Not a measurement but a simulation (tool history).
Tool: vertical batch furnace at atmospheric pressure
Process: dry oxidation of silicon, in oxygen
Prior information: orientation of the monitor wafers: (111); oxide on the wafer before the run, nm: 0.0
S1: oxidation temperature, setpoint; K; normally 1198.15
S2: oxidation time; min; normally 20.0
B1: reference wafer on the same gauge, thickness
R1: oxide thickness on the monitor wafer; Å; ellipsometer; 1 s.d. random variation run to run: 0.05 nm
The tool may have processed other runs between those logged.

| run | hour | S1 | S2 | B1 | R1 |
|---|---|---|---|---|---|
| 1 | 0.0 | 1198.15 | 20.0 | 15.42 | 169.3 |
| 2 | 162.6 | 1183.15 | 20.0 | 15.39 | 144.6 |
| 3 | 355.0 | 1183.15 | 20.0 | 15.38 | 143.3 |
| 4 | 423.3 | 1198.15 | 20.0 | 15.37 | 168.1 |
| 5 | 468.3 | 1198.15 | 20.0 | 15.36 | 168.1 |
| 6 | 512.1 | 1198.15 | 20.0 | 15.34 | 168.0 |
| 7 | 566.4 | 1198.15 | 20.0 | 15.35 | 167.9 |
| 8 | 632.4 | 1198.15 | 20.0 | 15.34 | 168.0 |
| 9 | 671.6 | 1198.15 | 20.0 | 15.32 | 168.1 |
| 10 | 730.2 | 1198.15 | 20.0 | 15.32 | 166.7 |
| 11 | 797.0 | 1198.15 | 24.0 | 15.31 | 189.6 |
| 12 | 823.5 | 1198.15 | 24.0 | 15.30 | 190.7 |
| 13 | 849.5 | 1198.15 | 20.0 | 15.30 | 168.1 |
| 14 | 902.1 | 1211.15 | 20.0 | 15.30 | 189.6 |
| 15 | 968.2 | 1211.15 | 20.0 | 15.26 | 188.3 |
| 16 | 1012.9 | 1211.15 | 20.0 | 15.24 | 188.6 |
| 17 | 1043.3 | 1198.15 | 20.0 | 15.26 | 166.9 |
| 18 | 1077.3 | 1198.15 | 20.0 | 15.25 | 167.1 |
| 19 | 1163.8 | 1198.15 | 20.0 | 15.22 | 166.6 |
|  | 1225.0 | thermocouples replaced and temperature profile calibrated |
| 20 | 1225.5 | 1198.15 | 12.0 | 15.22 | 116.2 |
| 21 | 1242.6 | 1174.15 | 12.0 | 15.20 | 90.3 |
| 22 | 1291.6 | 1207.15 | 13.5 | 15.20 | 137.9 |
| 23 | 1365.5 | 1214.15 | 17.5 | 15.20 | 175.7 |
|  | 1397.5 | boat lift adjusted |
|  | 1422.9 | gauge calibrated |
| 24 | 1431.8 | 1198.15 | 20.0 | 15.52 | 169.5 |
| 25 | 1456.4 | 1219.15 | 17.0 | 15.54 | 185.3 |
| 26 | 1503.5 | 1198.15 | 20.0 | 15.54 | 170.6 |
| 27 | 1531.2 | 1198.15 | 29.5 | 15.52 | 223.2 |
| 28 | 1589.5 | 1198.15 | 20.0 | 15.53 | 169.2 |
| 29 | 1623.9 | 1188.15 | 23.0 | 15.52 | 170.1 |
| 30 | 1682.2 | 1198.15 | 10.0 | 15.53 | 104.4 |
| 31 | 1710.0 | 1210.15 | 29.5 | 15.52 | 248.6 |
| 32 | 1751.6 | 1198.15 | 20.0 | 15.52 | 170.5 |
| 33 | 1810.8 | 1198.15 | 27.5 | 15.54 | 211.6 |
| 34 | 1861.7 | 1198.15 | 15.0 | 15.52 | 138.2 |
| 35 | 1925.9 | 1198.15 | 20.0 | 15.51 | 170.2 |
| 36 | 1950.5 | 1221.15 | 13.0 | 15.51 | 156.3 |
| 37 | 1987.0 | 1198.15 | 20.0 | 15.52 | 169.1 |
| 38 | 2054.9 | 1215.15 | 17.0 | 15.51 | 176.8 |
| 39 | 2109.8 | 1208.15 | 28.5 | 15.49 | 239.2 |
| 40 | 2139.4 | 1198.15 | 20.0 | 15.49 | 169.8 |

What if the next run were any one of these 3? Each begins from the tool's condition after run 40:
| A | 2144.0 | 1198.15 | 15.5 | ? | ? |
| B | 2144.0 | 1218.15 | 16.0 | ? | ? |
| C | 2144.0 | 1205.15 | 24.0 | ? | ? |

| run | B1 | R1 |
|---|---|---|
| A | 15.49 | 143.0 |
| B | 15.49 | 176.5 |
| C | 15.49 | 207.3 |
Without the tool's hidden state the same runs would have given:
| run | R1 |
|---|---|
| A | 143.0 |
| B | 176.6 |
| C | 207.3 |

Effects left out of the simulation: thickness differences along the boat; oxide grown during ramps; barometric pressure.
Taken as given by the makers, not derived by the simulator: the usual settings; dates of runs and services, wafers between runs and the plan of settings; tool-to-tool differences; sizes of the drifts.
